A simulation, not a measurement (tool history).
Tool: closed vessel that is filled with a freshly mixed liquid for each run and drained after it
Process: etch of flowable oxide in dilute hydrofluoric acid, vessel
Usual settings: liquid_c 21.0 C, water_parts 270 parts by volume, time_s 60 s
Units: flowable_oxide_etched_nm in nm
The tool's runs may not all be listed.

run    hour  liquid_c  water_parts  time_s  read-back film thickness of the flowable oxide reference wafer, read on the same gauge (nm)  flowable_oxide_etched_nm
  1     0.0      21.0          270      60                                                                                        80.02                      8.92
  2    65.4      21.0          270      60                                                                                        80.00                      8.80
  3   123.3      23.0          350      60                                                                                        80.01                      6.73
  4   178.5      23.0          350      60                                                                                        80.01                      6.79
  5   232.6      21.0          210      35                                                                                        79.99                      6.81
  6   295.4      21.0          210      35                                                                                        80.03                      7.07
  7   334.6      21.0          210      35                                                                                        79.98                      6.95
  8   393.7      21.0          270      60                                                                                        80.01                      8.70
      404.3  -- hydrofluoric acid flow meter replaced
  9   438.5      21.0          270      60                                                                                        80.01                      8.80
 10   500.1      21.0          270      60                                                                                        80.02                      8.68
 11   549.9      21.0          270      60                                                                                        80.03                      8.70
 12   613.8      21.0          270      60                                                                                        79.99                      8.71
 13   658.0      19.5          270      30                                                                                        80.02                      4.15
 14   803.2      18.5          195      60                                                                                        80.02                     11.80
 15   845.9      19.0          395      80                                                                                        79.96                      6.70
      894.3  -- gauge calibrated
 16   912.0      18.5          270      35                                                                                        80.01                      4.64
 17   990.9      21.0          170      60                                                                                        80.00                     15.30
 18  1052.4      21.0          270      60                                                                                        79.99                      8.64
     1067.2  -- thermometer replaced
     1068.2  -- hydrofluoric acid flow meter replaced
 19  1085.1      17.0          360      30                                                                                        79.98                      2.64
 20  1149.6      19.5          345      80                                                                                        80.01                      8.12
 21  1212.6      23.0          365      85                                                                                        80.03                      9.03
 22  1268.3      21.0          270      70                                                                                        79.99                     10.26
 23  1306.1      21.0          155      80                                                                                        79.98                     22.93
 24  1371.0      21.0          270      60                                                                                        79.99                      8.72

3 ways to go on from here, each from the tool as it stands after run 24. What would each give?
  A  1371.7      21.0          270      60                                                                                            ?                         ?
  B  1371.7      21.0          385      60                                                                                            ?                         ?
  C  1371.7      23.5          205      70                                                                                            ?                         ?

run  read-back film thickness of the flowable oxide reference wafer, read on the same gauge (nm)  flowable_oxide_etched_nm
  A                                                                                        80.00                      8.89
  B                                                                                        80.00                      5.62
  C                                                                                        80.00                     15.97
Without the tool's hidden state the same runs would have given:
run  flowable_oxide_etched_nm
  A                      8.89
  B                      5.62
  C                     15.97
